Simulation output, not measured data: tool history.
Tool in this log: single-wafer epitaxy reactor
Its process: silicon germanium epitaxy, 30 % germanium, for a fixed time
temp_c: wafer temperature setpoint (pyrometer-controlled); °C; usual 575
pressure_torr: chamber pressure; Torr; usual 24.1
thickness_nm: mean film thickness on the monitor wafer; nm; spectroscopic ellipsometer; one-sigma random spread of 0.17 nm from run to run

| run | day | temp_c | pressure_torr | wafers since the last listed run | hours since the last pyrometer calibration | hours since the last manometer calibration | hours since the showerhead was replaced | hours since the gauge calibration | read-back reference wafer on the same gauge, thickness_nm | thickness_nm |
|---|---|---|---|---|---|---|---|---|---|---|
| 1 | 0 | 582 | 24.1 | 0 | 81.2 | 1086.9 | 5309.5 | 2743.2 | 38.622 | 44.473 |
| 2 | 3.875 | 575 | 24.1 | 2017 | 174.2 | 1179.9 | 5402.5 | 2836.2 | 38.581 | 39.211 |
| 3 | 7.479 | 575 | 24.1 | 1876 | 260.7 | 1266.4 | 5489 | 2922.7 | 38.596 | 39.105 |
| 4 | 10.296 | 575 | 24.1 | 1466 | 328.3 | 1334 | 5556.6 | 2990.3 | 38.582 | 38.949 |
| 5 | 13.762 | 578 | 24.1 | 1804 | 411.5 | 1417.2 | 5639.8 | 3073.5 | 38.572 | 41.322 |
| 6 | 20.425 | 579 | 24.1 | 3468 | 571.4 | 1577.1 | 5799.7 | 3233.4 | 38.617 | 41.749 |
| 7 | 23.888 | 575 | 24.1 | 1802 | 654.5 | 1660.2 | 5882.8 | 3316.5 | 38.581 | 39.031 |
| 8 | 25.588 | 575 | 24.1 | 884 | 695.3 | 1701 | 5923.6 | 3357.3 | 38.579 | 38.944 |
|  | 25.925 | gauge calibrated |
| 9 | 29.617 | 575 | 20.3 | 2097 | 792 | 1797.7 | 6020.3 | 88.6 | 38.568 | 37.455 |
| 10 | 31.667 | 575 | 24.1 | 1067 | 841.2 | 1846.9 | 6069.5 | 137.8 | 38.636 | 38.914 |
|  | 32.404 | capacitance manometer re-zeroed and calibrated |
| 11 | 36.162 | 575 | 24.1 | 2166 | 949.1 | 90.2 | 6177.4 | 245.7 | 38.63 | 38.605 |
| 12 | 40.292 | 575 | 24.1 | 2149 | 1048.2 | 189.3 | 6276.5 | 344.8 | 38.582 | 38.586 |
| 13 | 42.233 | 571 | 21.3 | 1010 | 1094.8 | 235.9 | 6323.1 | 391.4 | 38.563 | 35.132 |
| 14 | 44.283 | 571 | 21.3 | 1067 | 1144 | 285.1 | 6372.3 | 440.6 | 38.599 | 35.051 |
| 15 | 45.796 | 571 | 21.3 | 787 | 1180.3 | 321.4 | 6408.6 | 476.9 | 38.636 | 34.909 |
| 16 | 47.788 | 588 | 21.7 | 1036 | 1228.1 | 369.2 | 6456.4 | 524.7 | 38.608 | 46.665 |
| 17 | 49.862 | 575 | 24.1 | 1080 | 1277.9 | 419 | 6506.2 | 574.5 | 38.602 | 38.249 |
| 18 | 54.117 | 585 | 29 | 2214 | 1380 | 521.1 | 6608.3 | 676.6 | 38.589 | 47.442 |
|  | 55.821 | pyrometer calibrated |
|  | 56.708 | capacitance manometer re-zeroed and calibrated, repeated, since the last time left the tool worse |
| 19 | 56.729 | 575 | 24.1 | 1012 | 21.8 | 0.5 | 6671 | 739.3 | 38.629 | 39.075 |
| 20 | 59.642 | 579 | 21.2 | 1516 | 91.7 | 70.4 | 6740.9 | 809.2 | 38.635 | 40.892 |
| 21 | 62.596 | 567 | 24.1 | 1537 | 162.6 | 141.3 | 6811.8 | 880.1 | 38.576 | 34.534 |
| 22 | 65.321 | 575 | 24.1 | 1418 | 228 | 206.7 | 6877.2 | 945.5 | 38.607 | 39.316 |
| 23 | 68.258 | 562 | 18.1 | 1529 | 298.5 | 277.2 | 6947.7 | 1016 | 38.564 | 29.355 |
| 24 | 70.679 | 575 | 24.1 | 1260 | 356.6 | 335.3 | 7005.8 | 1074.1 | 38.59 | 39.456 |
| 25 | 72.908 | 575 | 25.7 | 1160 | 410.1 | 388.8 | 7059.3 | 1127.6 | 38.588 | 39.911 |
| 26 | 74.617 | 589 | 19.5 | 889 | 451.1 | 429.8 | 7100.3 | 1168.6 | 38.632 | 47.361 |
|  | 76.158 | showerhead replaced |
| 27 | 78.529 | 568 | 29 | 1863 | 545 | 523.7 | 56.9 | 1262.5 | 38.629 | 35.958 |
| 28 | 80.275 | 560 | 19 | 908 | 586.9 | 565.6 | 98.8 | 1304.4 | 38.595 | 29.01 |
| 29 | 84.588 | 585 | 22.2 | 2244 | 690.4 | 669.1 | 202.3 | 1407.9 | 38.596 | 45.527 |
| 30 | 86.846 | 589 | 24.1 | 1175 | 744.6 | 723.3 | 256.5 | 1462.1 | 38.565 | 49.219 |
| 31 | 88.838 | 575 | 24.1 | 1036 | 792.4 | 771.1 | 304.3 | 1509.9 | 38.649 | 39.032 |
| 32 | 97.546 | 584 | 21.4 | 4533 | 1001.4 | 980.1 | 513.3 | 1718.9 | 38.619 | 44.361 |
| 33 | 101.754 | 562 | 18.1 | 2190 | 1102.4 | 1081.1 | 614.3 | 1819.9 | 38.607 | 29.562 |
| 34 | 108.058 | 575 | 24.1 | 3281 | 1253.7 | 1232.4 | 765.6 | 1971.2 | 38.628 | 38.827 |

Hidden state at the last listed run before each entry between runs and at the first one after, where it differs:
Between runs 8 and 9: gauge calibrated (day 25.925)
  true pressure above the setpoint (%): -5.03 -> -5.3
  the result without the hidden state subtracted from the measured one, thickness_nm: -0.428 -> -0.434 nm
Between runs 10 and 11: capacitance manometer re-zeroed and calibrated (day 32.404)
  true pressure above the setpoint (%): -5.43 -> -9.05
  the result without the hidden state subtracted from the measured one, thickness_nm: -0.463 -> -0.777 nm
Between runs 18 and 19: pyrometer calibrated (day 55.821); capacitance manometer re-zeroed and calibrated, repeated, since the last time left the tool worse (day 56.708)
  true pressure above the setpoint (%): -10.3 -> -1.19
  the result without the hidden state subtracted from the measured one, thickness_nm: -1.086 -> -0.1 nm
Between runs 26 and 27: showerhead replaced (day 76.158)
  true pressure above the setpoint (%): -2.38 -> -2.65
  the result without the hidden state subtracted from the measured one, thickness_nm: -0.244 -> -0.207 nm

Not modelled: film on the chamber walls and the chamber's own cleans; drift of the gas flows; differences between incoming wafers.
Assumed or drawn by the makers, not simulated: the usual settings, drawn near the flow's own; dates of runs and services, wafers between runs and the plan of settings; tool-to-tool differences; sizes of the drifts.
